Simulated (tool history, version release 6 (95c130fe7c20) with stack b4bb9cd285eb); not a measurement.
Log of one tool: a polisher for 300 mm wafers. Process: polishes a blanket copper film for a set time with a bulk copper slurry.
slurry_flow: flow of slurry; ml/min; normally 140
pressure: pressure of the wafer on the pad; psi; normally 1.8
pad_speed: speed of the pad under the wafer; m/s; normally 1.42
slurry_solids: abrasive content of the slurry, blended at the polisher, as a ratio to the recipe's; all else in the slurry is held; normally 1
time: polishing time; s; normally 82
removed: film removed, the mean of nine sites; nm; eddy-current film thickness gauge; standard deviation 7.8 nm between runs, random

| run | hour | slurry_flow | pressure | pad_speed | slurry_solids | time | wafers since the last listed run | wafers polished on this pad | hours since the slurry nozzle was cleaned | hours since the head pressure was calibrated | hours since the slurry blender was calibrated | incoming thickness of the incoming film, nm | removed |
|---|---|---|---|---|---|---|---|---|---|---|---|---|---|
| 1 | 0 | 140 | 1.8 | 1.42 | 1 | 82 | 0 | 176 | 463 | 416.9 | 46.8 | 2597.7 | 809.2 |
| 2 | 14.4 | 140 | 1.8 | 1.42 | 1 | 82 | 156 | 332 | 477.4 | 431.3 | 61.2 | 2635 | 826.7 |
| 3 | 46.5 | 140 | 1.8 | 1.42 | 1 | 82 | 348 | 681 | 509.5 | 463.4 | 93.3 | 2596.3 | 825.3 |
| 4 | 59 | 140 | 1.8 | 1.42 | 1 | 82 | 135 | 817 | 522 | 475.9 | 105.8 | 2621.1 | 835.5 |
| 5 | 90.9 | 140 | 1.8 | 1.42 | 1 | 82 | 346 | 1164 | 553.9 | 507.8 | 137.7 | 2654.3 | 840.5 |
| 6 | 108.3 | 140 | 1.8 | 1.42 | 1 | 82 | 189 | 1353 | 571.3 | 525.2 | 155.1 | 2571.5 | 833.2 |
| 7 | 128 | 140 | 1.8 | 1.42 | 1 | 82 | 214 | 1567 | 591 | 544.9 | 174.8 | 2630.8 | 828.2 |
|  | 198.3 | slurry blender recalibrated |
|  | 204.4 | worn pad replaced by a new one |
| 8 | 223.8 | 140 | 1.8 | 1.42 | 1 | 82 | 975 | 210 | 686.8 | 640.7 | 25.5 | 2678.5 | 835.2 |
| 9 | 266.4 | 190 | 1.8 | 1.18 | 1 | 82 | 462 | 673 | 729.4 | 683.3 | 68.1 | 2600.6 | 724.3 |
| 10 | 280.4 | 140 | 1.8 | 1.74 | 1 | 93 | 152 | 825 | 743.4 | 697.3 | 82.1 | 2592.7 | 1176.4 |
| 11 | 338.3 | 140 | 1.8 | 1.42 | 1 | 82 | 629 | 1454 | 801.3 | 755.2 | 140 | 2661.5 | 841 |
| 12 | 367.2 | 140 | 1.5 | 1.66 | 1 | 82 | 313 | 1768 | 830.2 | 784.1 | 168.9 | 2640.6 | 867.2 |
| 13 | 401.4 | 125 | 1.8 | 1.42 | 1 | 82 | 371 | 2139 | 864.4 | 818.3 | 203.1 | 2583.6 | 825.3 |
|  | 422.9 | slurry blender recalibrated |
|  | 430.2 | head pressure recalibrated |
| 14 | 432.6 | 140 | 1.8 | 1.76 | 1 | 82 | 295 | 2435 | 895.6 | 2.4 | 9.7 | 2590.6 | 982.2 |
|  | 444.9 | worn pad replaced by a new one, of another model than before |
| 15 | 447.1 | 140 | 1.8 | 1.42 | 1 | 82 | 114 | 24 | 910.1 | 16.9 | 24.2 | 2600.3 | 791.8 |
| 16 | 467.6 | 185 | 1.6 | 1.6 | 1 | 82 | 222 | 247 | 930.6 | 37.4 | 44.7 | 2625.5 | 891 |
| 17 | 498 | 155 | 1.8 | 1.08 | 1.3 | 82 | 330 | 577 | 961 | 67.8 | 75.1 | 2600.8 | 719.6 |
|  | 510.5 | slurry nozzle cleaned |
| 18 | 533.8 | 140 | 1.8 | 1.42 | 1 | 82 | 378 | 955 | 23.3 | 103.6 | 110.9 | 2613.5 | 797.9 |
| 19 | 565.3 | 160 | 1.8 | 1.42 | 1 | 82 | 342 | 1297 | 54.8 | 135.1 | 142.4 | 2643.5 | 831.7 |
| 20 | 600 | 115 | 2.3 | 1.42 | 1 | 82 | 377 | 1674 | 89.5 | 169.8 | 177.1 | 2638.9 | 866.4 |
| 21 | 617.5 | 105 | 1.8 | 1.42 | 0.8 | 82 | 190 | 1864 | 107 | 187.3 | 194.6 | 2675.2 | 687.6 |
| 22 | 630.1 | 140 | 1.8 | 1.12 | 1 | 74 | 136 | 2001 | 119.6 | 199.9 | 207.2 | 2636.4 | 616.1 |
|  | 638.2 | slurry blender recalibrated |
| 23 | 648.1 | 180 | 1.8 | 1.74 | 1 | 82 | 173 | 2175 | 137.6 | 217.9 | 9.9 | 2666.4 | 1000.2 |
| 24 | 664.6 | 155 | 1.8 | 1.42 | 1 | 82 | 179 | 2354 | 154.1 | 234.4 | 26.4 | 2633.9 | 821.4 |
| 25 | 680.8 | 140 | 1.8 | 1.42 | 1 | 108 | 176 | 2530 | 170.3 | 250.6 | 42.6 | 2614.9 | 1041.5 |
|  | 693.2 | worn pad replaced by a new one |
| 26 | 694.3 | 140 | 1.8 | 1.42 | 0.9 | 82 | 103 | 12 | 183.8 | 264.1 | 56.1 | 2613.9 | 795.7 |
| 27 | 728.5 | 140 | 1.8 | 1.42 | 1 | 82 | 371 | 383 | 218 | 298.3 | 90.3 | 2679.5 | 803.6 |
| 28 | 743.7 | 140 | 2.3 | 1.06 | 1 | 82 | 165 | 548 | 233.2 | 313.5 | 105.5 | 2624.8 | 763.3 |
| 29 | 764 | 140 | 1.8 | 1.42 | 1.3 | 104 | 220 | 769 | 253.5 | 333.8 | 125.8 | 2635.2 | 1121.1 |
| 30 | 785 | 140 | 1.8 | 1.86 | 1.2 | 82 | 228 | 997 | 274.5 | 354.8 | 146.8 | 2642.5 | 1014.3 |

How the hidden state differs across the entries between the runs, from the last listed run before each to the first after it:
Logged between run 7 and run 8: slurry blender recalibrated (hour 198.3); worn pad replaced by a new one (hour 204.4)
  deviation of the head's pressure from its setpoint, %: 8 -> 8.41
  what was measured, less what the result would be without the hidden state, removed: +39.9 -> +42.3 nm
Logged between run 13 and run 14: slurry blender recalibrated (hour 422.9); head pressure recalibrated (hour 430.2)
  deviation of the head's pressure from its setpoint, %: 8.91 -> -0.0807
  what was measured, less what the result would be without the hidden state, removed: +44.1 -> -0.5 nm
Logged between run 14 and run 15: worn pad replaced by a new one, of another model than before (hour 444.9)
  deviation of the head's pressure from its setpoint, %: -0.0807 -> 0.31
  what was measured, less what the result would be without the hidden state, removed: -0.5 -> +1 nm
Logged between run 17 and run 18: slurry nozzle cleaned (hour 510.5)
  deviation of the head's pressure from its setpoint, %: 1.55 -> 2.31
  what was measured, less what the result would be without the hidden state, removed: +4.7 -> +7.7 nm
Logged between run 22 and run 23: slurry blender recalibrated (hour 638.2)
  deviation of the head's pressure from its setpoint, %: 3.97 -> 4.22
  what was measured, less what the result would be without the hidden state, removed: +10.2 -> +17.7 nm
Logged between run 25 and run 26: worn pad replaced by a new one (hour 693.2)
  deviation of the head's pressure from its setpoint, %: 4.66 -> 4.82
  what was measured, less what the result would be without the hidden state, removed: +20.3 -> +16 nm

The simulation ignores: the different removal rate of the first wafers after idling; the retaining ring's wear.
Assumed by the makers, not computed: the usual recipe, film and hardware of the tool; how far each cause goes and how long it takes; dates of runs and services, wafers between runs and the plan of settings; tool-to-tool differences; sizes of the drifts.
